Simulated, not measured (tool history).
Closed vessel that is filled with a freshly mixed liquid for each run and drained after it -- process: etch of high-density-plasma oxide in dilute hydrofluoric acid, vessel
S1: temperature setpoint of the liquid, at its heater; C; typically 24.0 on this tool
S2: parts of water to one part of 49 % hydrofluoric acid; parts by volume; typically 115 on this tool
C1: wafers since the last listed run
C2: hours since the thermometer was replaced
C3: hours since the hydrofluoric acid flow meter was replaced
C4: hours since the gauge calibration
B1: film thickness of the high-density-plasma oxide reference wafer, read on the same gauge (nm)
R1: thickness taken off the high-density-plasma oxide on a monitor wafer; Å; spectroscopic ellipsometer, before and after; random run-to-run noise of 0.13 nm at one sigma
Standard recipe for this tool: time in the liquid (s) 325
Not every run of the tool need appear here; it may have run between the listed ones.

{"run": 1, "hour": 0.0, "S1": 24.0, "S2": 135, "time in the liquid (s)": 325, "C1": 0, "C2": 408.2, "C3": 915.9, "C4": 2878.4, "B1": 150.0, "R1": 262.3}
{"run": 2, "hour": 106.1, "S1": 24.0, "S2": 135, "time in the liquid (s)": 325, "C1": 10757, "C2": 514.3, "C3": 1022.0, "C4": 2984.5, "B1": 150.01, "R1": 262.2}
{"hour": 156.7, "done": "hydrofluoric acid flow meter replaced"}
{"run": 3, "hour": 199.1, "S1": 24.0, "S2": 115, "time in the liquid (s)": 325, "C1": 9327, "C2": 607.3, "C3": 42.4, "C4": 3077.5, "B1": 149.98, "R1": 328.1}
{"run": 4, "hour": 304.2, "S1": 24.0, "S2": 115, "time in the liquid (s)": 325, "C1": 10655, "C2": 712.4, "C3": 147.5, "C4": 3182.6, "B1": 149.99, "R1": 326.1}
{"run": 5, "hour": 355.7, "S1": 24.0, "S2": 115, "time in the liquid (s)": 415, "C1": 5221, "C2": 763.9, "C3": 199.0, "C4": 3234.1, "B1": 150.01, "R1": 416.4}
{"hour": 405.3, "done": "thermometer replaced"}
{"run": 6, "hour": 457.8, "S1": 24.0, "S2": 115, "time in the liquid (s)": 415, "C1": 10250, "C2": 52.5, "C3": 301.1, "C4": 3336.2, "B1": 150.0, "R1": 415.7}
{"run": 7, "hour": 522.0, "S1": 24.0, "S2": 115, "time in the liquid (s)": 325, "C1": 6508, "C2": 116.7, "C3": 365.3, "C4": 3400.4, "B1": 150.0, "R1": 324.4}
{"run": 8, "hour": 626.1, "S1": 24.0, "S2": 115, "time in the liquid (s)": 325, "C1": 10554, "C2": 220.8, "C3": 469.4, "C4": 3504.5, "B1": 149.99, "R1": 325.5}
{"run": 9, "hour": 717.3, "S1": 24.0, "S2": 115, "time in the liquid (s)": 325, "C1": 9246, "C2": 312.0, "C3": 560.6, "C4": 3595.7, "B1": 149.98, "R1": 321.0}
{"run": 10, "hour": 792.7, "S1": 21.0, "S2": 115, "time in the liquid (s)": 400, "C1": 7644, "C2": 387.4, "C3": 636.0, "C4": 3671.1, "B1": 150.0, "R1": 351.0}
{"hour": 941.4, "done": "gauge calibrated"}
{"run": 11, "hour": 958.1, "S1": 25.5, "S2": 115, "time in the liquid (s)": 460, "C1": 16769, "C2": 552.8, "C3": 801.4, "C4": 16.7, "B1": 150.0, "R1": 473.8}
{"run": 12, "hour": 1007.7, "S1": 24.0, "S2": 115, "time in the liquid (s)": 325, "C1": 5028, "C2": 602.4, "C3": 851.0, "C4": 66.3, "B1": 150.02, "R1": 317.3}
{"run": 13, "hour": 1089.3, "S1": 26.0, "S2": 130, "time in the liquid (s)": 325, "C1": 8273, "C2": 684.0, "C3": 932.6, "C4": 147.9, "B1": 150.01, "R1": 294.2}
{"hour": 1183.3, "done": "hydrofluoric acid flow meter replaced"}
{"run": 14, "hour": 1189.0, "S1": 25.5, "S2": 115, "time in the liquid (s)": 325, "C1": 10006, "C2": 783.7, "C3": 5.7, "C4": 247.6, "B1": 149.99, "R1": 352.1}
{"run": 15, "hour": 1279.2, "S1": 28.5, "S2": 140, "time in the liquid (s)": 155, "C1": 9144, "C2": 873.9, "C3": 95.9, "C4": 337.8, "B1": 149.99, "R1": 148.6}
{"hour": 1310.1, "done": "thermometer replaced"}
{"run": 16, "hour": 1328.6, "S1": 24.0, "S2": 115, "time in the liquid (s)": 465, "C1": 4907, "C2": 18.5, "C3": 145.3, "C4": 387.2, "B1": 149.99, "R1": 469.2}
{"run": 17, "hour": 1370.4, "S1": 24.0, "S2": 55, "time in the liquid (s)": 325, "C1": 4237, "C2": 60.3, "C3": 187.1, "C4": 429.0, "B1": 150.0, "R1": 739.0}
{"run": 18, "hour": 1408.8, "S1": 24.0, "S2": 55, "time in the liquid (s)": 325, "C1": 3893, "C2": 98.7, "C3": 225.5, "C4": 467.4, "B1": 150.0, "R1": 740.2}
{"run": 19, "hour": 1449.1, "S1": 24.0, "S2": 115, "time in the liquid (s)": 325, "C1": 4085, "C2": 139.0, "C3": 265.8, "C4": 507.7, "B1": 150.01, "R1": 326.8}
{"run": 20, "hour": 1485.7, "S1": 24.0, "S2": 115, "time in the liquid (s)": 425, "C1": 3710, "C2": 175.6, "C3": 302.4, "C4": 544.3, "B1": 150.0, "R1": 423.4}
{"run": 21, "hour": 1588.9, "S1": 24.0, "S2": 115, "time in the liquid (s)": 325, "C1": 10462, "C2": 278.8, "C3": 405.6, "C4": 647.5, "B1": 149.99, "R1": 322.7}
{"run": 22, "hour": 1680.0, "S1": 28.0, "S2": 100, "time in the liquid (s)": 420, "C1": 9236, "C2": 369.9, "C3": 496.7, "C4": 738.6, "B1": 150.0, "R1": 571.6}
{"run": 23, "hour": 1741.8, "S1": 28.0, "S2": 165, "time in the liquid (s)": 325, "C1": 6265, "C2": 431.7, "C3": 558.5, "C4": 800.4, "B1": 149.99, "R1": 244.7}
{"run": 24, "hour": 1829.7, "S1": 26.5, "S2": 115, "time in the liquid (s)": 325, "C1": 8911, "C2": 519.6, "C3": 646.4, "C4": 888.3, "B1": 150.0, "R1": 354.7}
{"run": 25, "hour": 1868.8, "S1": 21.5, "S2": 75, "time in the liquid (s)": 175, "C1": 3964, "C2": 558.7, "C3": 685.5, "C4": 927.4, "B1": 149.98, "R1": 251.6}
{"run": 26, "hour": 1919.0, "S1": 22.0, "S2": 115, "time in the liquid (s)": 325, "C1": 5089, "C2": 608.9, "C3": 735.7, "C4": 977.6, "B1": 150.01, "R1": 294.2}
{"hour": 1996.5, "done": "thermometer replaced"}
{"run": 27, "hour": 2006.9, "S1": 24.0, "S2": 115, "time in the liquid (s)": 325, "C1": 8810, "C2": 10.4, "C3": 823.6, "C4": 1065.5, "B1": 150.0, "R1": 317.7}
{"run": 28, "hour": 2099.1, "S1": 24.0, "S2": 115, "time in the liquid (s)": 325, "C1": 9347, "C2": 102.6, "C3": 915.8, "C4": 1157.7, "B1": 150.0, "R1": 317.8}
{"run": 29, "hour": 2142.2, "S1": 24.0, "S2": 115, "time in the liquid (s)": 325, "C1": 4369, "C2": 145.7, "C3": 958.9, "C4": 1200.8, "B1": 150.0, "R1": 315.2}
{"run": 30, "hour": 2245.4, "S1": 28.5, "S2": 175, "time in the liquid (s)": 165, "C1": 10462, "C2": 248.9, "C3": 1062.1, "C4": 1304.0, "B1": 150.0, "R1": 115.2}
{"run": 31, "hour": 2325.2, "S1": 27.0, "S2": 65, "time in the liquid (s)": 150, "C1": 8090, "C2": 328.7, "C3": 1141.9, "C4": 1383.8, "B1": 150.01, "R1": 306.8}
{"hour": 2356.4, "done": "hydrofluoric acid flow meter replaced"}
{"run": 32, "hour": 2406.5, "S1": 26.5, "S2": 115, "time in the liquid (s)": 240, "C1": 8141, "C2": 410.0, "C3": 50.1, "C4": 1465.1, "B1": 150.0, "R1": 270.2}

Consider 3 possible next runs. They are alternatives, not a sequence: every one starts from the tool as it was left by run 32. What does each give?
{"run": "A", "hour": 2407.2, "S1": 24.0, "S2": 115, "time in the liquid (s)": 325, "C1": 70, "C2": 410.7, "C3": 50.8, "C4": 1465.8, "B1": "?", "R1": "?"}
{"run": "B", "hour": 2407.2, "S1": 24.0, "S2": 90, "time in the liquid (s)": 325, "C1": 70, "C2": 410.7, "C3": 50.8, "C4": 1465.8, "B1": "?", "R1": "?"}
{"run": "C", "hour": 2407.2, "S1": 24.0, "S2": 115, "time in the liquid (s)": 380, "C1": 70, "C2": 410.7, "C3": 50.8, "C4": 1465.8, "B1": "?", "R1": "?"}

run=A B1=149.99 R1=330.2
run=B B1=149.99 R1=435.0
run=C B1=149.99 R1=386.0
Without the tool's unlogged condition, the same runs would have read:
run=A R1=331.8
run=B R1=437.1
run=C R1=387.9
